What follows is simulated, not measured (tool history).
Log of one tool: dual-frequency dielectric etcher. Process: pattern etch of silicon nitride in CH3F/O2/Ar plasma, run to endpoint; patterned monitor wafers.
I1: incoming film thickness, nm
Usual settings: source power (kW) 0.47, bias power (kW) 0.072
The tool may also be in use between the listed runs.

Run 1, hour 0: usual settings; I1 31.07. Result: endpoint time (s) 41.
Run 2, hour 7.3: usual settings; I1 31.33. Result: endpoint time (s) 41.9.
Run 3, hour 24.4: usual settings; I1 30.93. Result: endpoint time (s) 40.4.
Run 4, hour 33.8: usual settings; I1 31. Result: endpoint time (s) 41.
Run 5, hour 50.9: usual settings; I1 30.91. Result: endpoint time (s) 40.1.
Run 6, hour 67.8: usual settings; I1 31. Result: endpoint time (s) 41.
At hour 77.3: bias power generator calibrated.
Run 7, hour 78.9: usual settings; I1 30.99. Result: endpoint time (s) 41.6.
Run 8, hour 93.7: usual settings; I1 31. Result: endpoint time (s) 41.4.
Run 9, hour 100.9: usual settings but bias power (kW) 0.084; I1 30.91. Result: endpoint time (s) 39.5.
Run 10, hour 110.3: usual settings but bias power (kW) 0.084; I1 30.86. Result: endpoint time (s) 39.8.
Run 11, hour 118.2: usual settings but source power (kW) 0.42, bias power (kW) 0.087; I1 31.07. Result: endpoint time (s) 40.9.
At hour 147.8: wet clean of the chamber.
Run 12, hour 148.3: usual settings but source power (kW) 0.54, bias power (kW) 0.08; I1 31.04. Result: endpoint time (s) 38.2.
Run 13, hour 148.6: usual settings but source power (kW) 0.36, bias power (kW) 0.064; I1 31.02. Result: endpoint time (s) 46.7.
Run 14, hour 154.1: usual settings; I1 30.81. Result: endpoint time (s) 40.8.
At hour 160.9: source power generator calibrated.
At hour 179.4: upper electrode replaced.
Run 15, hour 179.9: usual settings but source power (kW) 0.53; I1 31. Result: endpoint time (s) 40.1.
Run 16, hour 180.3: usual settings but source power (kW) 0.44, bias power (kW) 0.055; I1 31.34. Result: endpoint time (s) 45.1.
Run 17, hour 186.5: usual settings but bias power (kW) 0.056; I1 30.62. Result: endpoint time (s) 42.6.
Run 18, hour 197.5: usual settings; I1 30.75. Result: endpoint time (s) 40.7.
Run 19, hour 213.1: usual settings; I1 31.05. Result: endpoint time (s) 40.9.
Run 20, hour 230.8: usual settings but source power (kW) 0.43; I1 30.94. Result: endpoint time (s) 42.2.
Run 21, hour 238.2: usual settings but source power (kW) 0.58, bias power (kW) 0.079; I1 31.01. Result: endpoint time (s) 36.7.

Forecast each of these 4 alternatives for the next run:
Run A, hour 238.6: usual settings but bias power (kW) 0.089; I1 30.95. Result: endpoint time (s) ?.
Run B, hour 238.6: usual settings but source power (kW) 0.43, bias power (kW) 0.087; I1 30.95. Result: endpoint time (s) ?.
Run C, hour 238.6: usual settings but source power (kW) 0.36, bias power (kW) 0.06; I1 30.95. Result: endpoint time (s) ?.
Run D, hour 238.6: usual settings but bias power (kW) 0.058; I1 30.95. Result: endpoint time (s) ?.

run  endpoint time (s)
  A               38.4
  B               39.9
  C               46.9
  D               42.6
Without the tool's hidden state the same runs would have given:
run  endpoint time (s)
  A               38.4
  B               39.9
  C               46.9
  D               42.6

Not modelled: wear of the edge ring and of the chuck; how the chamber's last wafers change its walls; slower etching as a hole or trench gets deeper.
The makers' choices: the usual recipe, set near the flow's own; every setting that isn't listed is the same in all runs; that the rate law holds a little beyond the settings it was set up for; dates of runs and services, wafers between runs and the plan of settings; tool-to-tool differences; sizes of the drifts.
